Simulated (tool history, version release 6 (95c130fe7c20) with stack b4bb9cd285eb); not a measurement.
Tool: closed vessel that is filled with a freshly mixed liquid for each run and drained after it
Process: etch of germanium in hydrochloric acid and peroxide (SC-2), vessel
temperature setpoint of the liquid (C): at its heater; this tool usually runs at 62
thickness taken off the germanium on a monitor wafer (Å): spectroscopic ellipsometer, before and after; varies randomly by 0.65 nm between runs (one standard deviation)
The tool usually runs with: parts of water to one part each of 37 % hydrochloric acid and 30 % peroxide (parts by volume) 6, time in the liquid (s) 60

run	day	temperature setpoint of the liquid (C)	parts of water to one part each of 37 % hydrochloric acid and 30 % peroxide (parts by volume)	time in the liquid (s)	wafers since the last listed run	hours since the thermometer was replaced	hours since the chemicals flow meter was replaced	hours since the drum of peroxide was connected	hours since the gauge calibration	read-back film thickness of the germanium reference wafer, read on the same gauge (nm)	thickness taken off the germanium on a monitor wafer (Å)
1	0	62	6	60	0	1222.3	939.3	208	24.7	129.99	1015
2	1.225	62	6	60	2459	1251.7	968.7	237.4	54.1	129.98	1004.6
3	2.512	62	6	60	2585	1282.6	999.6	268.3	85	130	1021.6
4	5.871	62	6	60	6743	1363.2	1080.2	348.9	165.6	130.01	1018.2
5	6.658	64.5	6	60	1581	1382.1	1099.1	367.8	184.5	129.99	1082.1
6	7.808	62	6	60	2309	1409.7	1126.7	395.4	212.1	129.98	1010.4
# day 8.146: thermometer replaced
7	8.996	62	6	60	2300	20.4	1155.2	423.9	240.6	130	1105.8
# day 10.1: new drum of peroxide connected
8	10.333	62	6	60	2602	52.5	1187.3	5.6	272.7	130.01	1085.4
9	11.488	62	4.5	60	2317	80.2	1215	33.3	300.4	130.01	1091.8
10	12.129	64.5	6	60	1288	95.6	1230.4	48.7	315.8	129.99	1175.3
11	13.321	62	6	60	2392	124.2	1259	77.3	344.4	130.01	1096.8
12	14.683	62	6	60	2735	156.9	1291.7	110	377.1	130.01	1095.1
# day 15.979: gauge calibrated
# day 17.404: chemicals flow meter replaced
13	17.529	62	6	45	5630	225.2	3	178.3	37.2	130.01	819.2
14	18.029	62	6	80	1003	237.2	15	190.3	49.2	129.98	1441.7
15	19.208	67	7	45	2367	265.5	43.3	218.6	77.5	129.97	927.4
16	20.421	59	4.5	30	2434	294.6	72.4	247.7	106.6	130.01	497.2
17	24.612	53	8.5	60	8416	395.2	173	348.3	207.2	130	795
18	25.158	55.5	8.5	30	1096	408.3	186.1	361.4	220.3	130.01	430.9

Alternative continuations, all from the tool just after run 18; predict every row:
A	25.188	62	6	60	58	409	186.8	362.1	221	?	?
B	25.188	54	6	60	58	409	186.8	362.1	221	?	?
C	25.188	62	7	60	58	409	186.8	362.1	221	?	?
D	25.188	52	7	40	58	409	186.8	362.1	221	?	?

run	read-back film thickness of the germanium reference wafer, read on the same gauge (nm)	thickness taken off the germanium on a monitor wafer (Å)
A	130.03	1077.7
B	130.03	844
C	130.03	1068.1
D	130.03	524.3
The same runs, with their run-to-run variation unchanged, on a tool lacking any hidden condition would have given:
run	thickness taken off the germanium on a monitor wafer (Å)
A	1104.9
B	866.4
C	1095
D	538.4
